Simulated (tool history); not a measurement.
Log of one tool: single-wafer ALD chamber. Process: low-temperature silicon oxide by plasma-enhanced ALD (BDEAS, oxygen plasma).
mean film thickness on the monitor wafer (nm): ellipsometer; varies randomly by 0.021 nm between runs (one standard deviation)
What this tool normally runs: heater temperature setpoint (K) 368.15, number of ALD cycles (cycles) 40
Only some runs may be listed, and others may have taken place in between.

| run | day | heater temperature setpoint (K) | number of ALD cycles (cycles) | wafers since the last listed run | hours since the last thermocouple change | hours since the gauge calibration | read-back reference wafer on the same gauge, thickness_nm | mean film thickness on the monitor wafer (nm) |
|---|---|---|---|---|---|---|---|---|
| 1 | 0 | 368.15 | 40 | 0 | 73.7 | 173.6 | 6.038 | 5.454 |
| 2 | 1.538 | 368.15 | 40 | 215 | 110.6 | 210.5 | 6.03 | 5.449 |
| 3 | 3.488 | 368.15 | 40 | 272 | 157.4 | 257.3 | 6.033 | 5.476 |
| 4 | 12.696 | 368.15 | 40 | 1288 | 378.4 | 478.3 | 6.031 | 5.477 |
| 5 | 16.988 | 368.15 | 40 | 600 | 481.4 | 581.3 | 6.028 | 5.456 |
| 6 | 19.175 | 368.15 | 40 | 306 | 533.9 | 633.8 | 6.029 | 5.47 |
| 7 | 28.512 | 368.15 | 40 | 1306 | 758 | 857.9 | 6.021 | 5.472 |
| 8 | 31.179 | 368.15 | 40 | 373 | 822 | 921.9 | 6.033 | 5.502 |
| 9 | 34.767 | 362.15 | 46 | 502 | 908.1 | 1008 | 6.031 | 6.472 |
| 10 | 38.95 | 362.15 | 46 | 585 | 1008.5 | 1108.4 | 6.034 | 6.479 |
| 11 | 41.271 | 362.15 | 46 | 324 | 1064.2 | 1164.1 | 6.034 | 6.505 |
| 12 | 44.908 | 368.15 | 40 | 509 | 1151.5 | 1251.4 | 6.024 | 5.542 |
| 13 | 46.538 | 357.15 | 42 | 228 | 1190.6 | 1290.5 | 6.029 | 6.016 |
| 14 | 49.771 | 357.15 | 42 | 452 | 1268.2 | 1368.1 | 6.029 | 6.021 |
|  | 54.192 | gauge calibrated |
| 15 | 58.821 | 368.15 | 47 | 1266 | 1485.4 | 111.1 | 6.029 | 6.515 |
|  | 62.479 | thermocouple changed; heater temperature recalibrated |
| 16 | 70.6 | 357.15 | 45 | 1601 | 194.9 | 393.8 | 6.038 | 6.249 |
| 17 | 73.429 | 380.15 | 40 | 395 | 262.8 | 461.7 | 6.027 | 5.18 |
| 18 | 77.075 | 381.15 | 33 | 510 | 350.3 | 549.2 | 6.033 | 4.291 |
| 19 | 79.392 | 368.15 | 40 | 324 | 405.9 | 604.8 | 6.032 | 5.341 |
|  | 80.021 | thermocouple changed; heater temperature recalibrated, repeated, since the last time left the tool worse |
| 20 | 82.825 | 368.15 | 40 | 433 | 67.3 | 687.2 | 6.03 | 5.515 |
| 21 | 85.888 | 372.15 | 34 | 428 | 140.8 | 760.7 | 6.025 | 4.599 |
| 22 | 88.454 | 360.15 | 42 | 359 | 202.4 | 822.3 | 6.025 | 5.957 |
| 23 | 92.038 | 368.15 | 40 | 501 | 288.4 | 908.3 | 6.037 | 5.492 |
| 24 | 94.171 | 380.15 | 48 | 298 | 339.6 | 959.5 | 6.034 | 6.403 |
| 25 | 97.25 | 362.15 | 46 | 430 | 413.5 | 1033.4 | 6.03 | 6.523 |
| 26 | 102.796 | 368.15 | 40 | 776 | 546.6 | 1166.5 | 6.027 | 5.521 |
| 27 | 106.967 | 368.15 | 40 | 583 | 646.7 | 1266.6 | 6.031 | 5.526 |
| 28 | 109.6 | 368.15 | 33 | 368 | 709.9 | 1329.8 | 6.029 | 4.56 |
| 29 | 112.112 | 368.15 | 37 | 351 | 770.2 | 1390.1 | 6.03 | 5.11 |

Below are 3 alternative next runs, each starting from the tool's condition after run 29. Predict each:
| A | 112.133 | 374.15 | 40 | 2 | 770.7 | 1390.6 | ? | ? |
| B | 112.133 | 375.15 | 43 | 2 | 770.7 | 1390.6 | ? | ? |
| C | 112.133 | 382.15 | 34 | 2 | 770.7 | 1390.6 | ? | ? |

| run | read-back reference wafer on the same gauge, thickness_nm | mean film thickness on the monitor wafer (nm) |
|---|---|---|
| A | 6.032 | 5.405 |
| B | 6.032 | 5.787 |
| C | 6.032 | 4.506 |
Without the tool's hidden state the same runs would have given:
| run | mean film thickness on the monitor wafer (nm) |
|---|---|
| A | 5.356 |
| B | 5.746 |
| C | 4.477 |
